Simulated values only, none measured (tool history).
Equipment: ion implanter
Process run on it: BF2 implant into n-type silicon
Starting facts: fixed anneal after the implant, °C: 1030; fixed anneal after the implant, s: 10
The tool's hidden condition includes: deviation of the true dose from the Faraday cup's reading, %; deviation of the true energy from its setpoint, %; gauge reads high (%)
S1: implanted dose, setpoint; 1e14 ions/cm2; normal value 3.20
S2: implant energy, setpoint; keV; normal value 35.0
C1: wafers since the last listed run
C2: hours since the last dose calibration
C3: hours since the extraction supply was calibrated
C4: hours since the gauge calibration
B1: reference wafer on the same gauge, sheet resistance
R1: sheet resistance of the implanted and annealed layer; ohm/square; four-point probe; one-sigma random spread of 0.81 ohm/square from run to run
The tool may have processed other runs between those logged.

| run | hour | S1 | S2 | C1 | C2 | C3 | C4 | B1 | R1 |
|---|---|---|---|---|---|---|---|---|---|
| 1 | 0.0 | 3.20 | 35.0 | 0 | 330.7 | 748.1 | 1826.9 | 320.58 | 340.81 |
| 2 | 91.6 | 3.59 | 35.0 | 2045 | 422.3 | 839.7 | 1918.5 | 320.51 | 309.56 |
| 3 | 132.5 | 3.59 | 35.0 | 913 | 463.2 | 880.6 | 1959.4 | 320.64 | 308.36 |
| 4 | 181.0 | 3.59 | 35.0 | 1082 | 511.7 | 929.1 | 2007.9 | 320.58 | 310.37 |
| 5 | 224.8 | 3.20 | 40.0 | 977 | 555.5 | 972.9 | 2051.7 | 320.94 | 337.91 |
| 6 | 281.3 | 3.20 | 40.0 | 1261 | 612.0 | 1029.4 | 2108.2 | 320.97 | 337.24 |
| 7 | 445.0 | 3.20 | 25.5 | 3655 | 775.7 | 1193.1 | 2271.9 | 320.98 | 354.36 |
| 8 | 503.2 | 3.20 | 25.5 | 1299 | 833.9 | 1251.3 | 2330.1 | 321.21 | 353.39 |
| 9 | 551.3 | 3.20 | 25.5 | 1074 | 882.0 | 1299.4 | 2378.2 | 321.40 | 354.41 |
|  | 560.7 | Faraday cup replaced and dose calibrated |
| 10 | 642.2 | 2.76 | 29.0 | 1851 | 81.5 | 1390.3 | 2469.1 | 321.29 | 397.96 |
| 11 | 685.8 | 3.20 | 35.0 | 973 | 125.1 | 1433.9 | 2512.7 | 321.44 | 343.69 |
| 12 | 732.3 | 3.20 | 35.0 | 1038 | 171.6 | 1480.4 | 2559.2 | 321.46 | 344.62 |
| 13 | 824.5 | 3.20 | 35.0 | 2058 | 263.8 | 1572.6 | 2651.4 | 321.60 | 343.95 |
| 14 | 864.6 | 2.70 | 35.0 | 895 | 303.9 | 1612.7 | 2691.5 | 321.80 | 398.23 |
| 15 | 965.6 | 2.70 | 35.0 | 2255 | 404.9 | 1713.7 | 2792.5 | 321.99 | 395.61 |
| 16 | 1009.3 | 2.70 | 35.0 | 975 | 448.6 | 1757.4 | 2836.2 | 322.27 | 398.03 |
| 17 | 1057.3 | 2.45 | 30.5 | 1071 | 496.6 | 1805.4 | 2884.2 | 322.15 | 438.33 |
|  | 1127.2 | gauge calibrated |
| 18 | 1139.0 | 3.20 | 35.0 | 1824 | 578.3 | 1887.1 | 11.8 | 317.41 | 338.68 |
|  | 1177.5 | extraction supply calibrated |
| 19 | 1185.9 | 2.70 | 35.0 | 868 | 625.2 | 8.4 | 58.7 | 317.56 | 391.53 |
| 20 | 1256.4 | 3.59 | 35.0 | 1574 | 695.7 | 78.9 | 129.2 | 317.63 | 306.90 |
| 21 | 1338.6 | 2.60 | 35.0 | 1835 | 777.9 | 161.1 | 211.4 | 317.62 | 403.94 |
|  | 1347.9 | Faraday cup replaced and dose calibrated |
| 22 | 1426.0 | 3.74 | 39.5 | 1772 | 78.1 | 248.5 | 298.8 | 317.81 | 292.60 |
| 23 | 1509.3 | 2.30 | 41.0 | 1859 | 161.4 | 331.8 | 382.1 | 317.90 | 438.90 |
| 24 | 1560.4 | 2.36 | 46.5 | 1140 | 212.5 | 382.9 | 433.2 | 318.02 | 422.95 |
| 25 | 1617.5 | 3.20 | 35.0 | 1274 | 269.6 | 440.0 | 490.3 | 318.14 | 339.96 |
| 26 | 1711.7 | 3.20 | 44.5 | 2103 | 363.8 | 534.2 | 584.5 | 318.04 | 332.02 |
| 27 | 1760.8 | 3.74 | 35.0 | 1096 | 412.9 | 583.3 | 633.6 | 318.27 | 297.70 |
| 28 | 1869.3 | 3.87 | 39.0 | 2422 | 521.4 | 691.8 | 742.1 | 318.44 | 286.49 |
| 29 | 1954.7 | 3.20 | 40.0 | 1906 | 606.8 | 777.2 | 827.5 | 318.68 | 336.73 |
| 30 | 2058.1 | 3.20 | 35.0 | 2308 | 710.2 | 880.6 | 930.9 | 318.91 | 340.99 |
| 31 | 2151.9 | 3.20 | 35.0 | 2094 | 804.0 | 974.4 | 1024.7 | 318.84 | 340.67 |
| 32 | 2221.4 | 2.87 | 42.0 | 1551 | 873.5 | 1043.9 | 1094.2 | 319.23 | 367.02 |
|  | 2257.4 | Faraday cup replaced and dose calibrated |
| 33 | 2394.4 | 3.20 | 41.5 | 3684 | 137.0 | 1216.9 | 1267.2 | 319.12 | 335.24 |
| 34 | 2486.6 | 2.77 | 46.5 | 2058 | 229.2 | 1309.1 | 1359.4 | 319.63 | 373.51 |
| 35 | 2530.2 | 3.20 | 35.0 | 973 | 272.8 | 1352.7 | 1403.0 | 319.63 | 341.00 |
| 36 | 2631.7 | 2.86 | 41.5 | 2266 | 374.3 | 1454.2 | 1504.5 | 319.65 | 371.28 |
| 37 | 2682.3 | 2.59 | 42.5 | 1129 | 424.9 | 1504.8 | 1555.1 | 319.84 | 401.11 |

A few steps of R1 between consecutive runs. Split each: what settings, incoming material and random variation would produce without the hidden state, and what is left over for the hidden state, along with gauge scatter present in only one of the two compared results (measured, and without hidden state):
Run 9 -> 10: S1 3.20 -> 2.76, S2 25.5 -> 29.0, Faraday cup replaced and dose calibrated. R1 +43.55 ohm/square: hidden state +0.76, all else +42.79.
Run 13 -> 14: S1 3.20 -> 2.70. R1 +54.28 ohm/square: hidden state +0.87, all else +53.41.
Run 17 -> 18: S1 2.45 -> 3.20, S2 30.5 -> 35.0, gauge calibrated. R1 -99.65 ohm/square: hidden state -6.51, all else -93.14.
Run 21 -> 22: S1 2.60 -> 3.74, S2 35.0 -> 39.5, Faraday cup replaced and dose calibrated. R1 -111.34 ohm/square: hidden state -0.12, all else -111.22.
Run 22 -> 23: S1 3.74 -> 2.30, S2 39.5 -> 41.0. R1 +146.30 ohm/square: hidden state +0.57, all else +145.73.
